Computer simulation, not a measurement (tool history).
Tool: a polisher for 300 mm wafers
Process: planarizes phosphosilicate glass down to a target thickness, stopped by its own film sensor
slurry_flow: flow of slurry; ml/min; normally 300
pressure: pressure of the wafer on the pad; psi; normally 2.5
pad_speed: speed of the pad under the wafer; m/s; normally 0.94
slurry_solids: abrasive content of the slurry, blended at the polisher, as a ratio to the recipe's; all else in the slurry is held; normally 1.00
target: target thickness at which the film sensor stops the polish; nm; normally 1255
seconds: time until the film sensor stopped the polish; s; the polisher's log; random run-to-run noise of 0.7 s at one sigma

run,hour,slurry_flow,pressure,pad_speed,slurry_solids,target,"incoming thickness of the incoming film, nm",seconds
1,0.0,300,2.5,0.94,1.00,1255,1668.6,85.5
2,19.5,300,2.5,0.94,1.00,1308,1683.9,70.5
3,25.8,300,2.5,0.94,1.00,1308,1641.4,62.2
4,36.1,300,2.5,0.86,1.00,1255,1680.1,87.1
5,48.0,300,2.5,0.94,1.00,1255,1668.0,78.6
6,62.6,300,2.5,0.94,1.00,1255,1666.2,79.3
7,73.5,300,2.5,0.94,1.00,1255,1674.0,81.7
8,87.4,300,2.5,0.94,1.00,1255,1688.7,85.9
9,95.5,300,2.8,0.94,1.00,1364,1667.3,56.0
10,105.7,300,2.5,0.94,1.00,1308,1646.5,68.9
11,115.3,360,2.5,0.94,1.20,1255,1681.8,79.0
12,126.8,325,2.5,0.94,1.00,1255,1670.4,76.0
13,132.8,300,2.5,0.94,1.25,1255,1656.8,66.5
14,144.8,270,2.1,0.80,1.00,1255,1656.3,100.0
15,154.3,300,2.5,0.84,0.90,1255,1697.6,98.1
16,186.6,245,2.5,0.94,0.90,1183,1676.1,105.9
17,199.2,245,2.0,1.24,1.20,1255,1673.0,72.5

Missing from the log above: 6 entries noted between runs. For each, name the pair of listed runs it sits between and say how the tool's hidden condition differs from the listed run just before to the listed run just after:
Run 1 -> run 2: worn pad replaced by a new one (hour 19.0)
  removal rate lost through wear of the pad, %: 9.63 -> 1.67
  measured minus no-state result, seconds: +8.3 -> +1.1 s
Run 6 -> run 7: slurry nozzle cleaned (hour 72.7)
  removal rate lost through wear of the pad, %: 3.57 -> 4.65
  measured minus no-state result, seconds: +2.9 -> +3.8 s
Run 10 -> run 11: head pressure recalibrated (hour 114.7)
  removal rate lost through wear of the pad, %: 9.2 -> 11
  measured minus no-state result, seconds: +6.4 -> +8.7 s
Run 11 -> run 12: conditioning disc replaced and pad reconditioned (hour 118.5); worn pad replaced by a new one (hour 126.3)
  removal rate lost through wear of the pad, %: 11 -> 0.544
  measured minus no-state result, seconds: +8.7 -> +0.4 s
Run 15 -> run 16: slurry blender recalibrated (hour 158.1)
  removal rate lost through wear of the pad, %: 1.33 -> 4.19
  measured minus no-state result, seconds: +1.3 -> +4.4 s
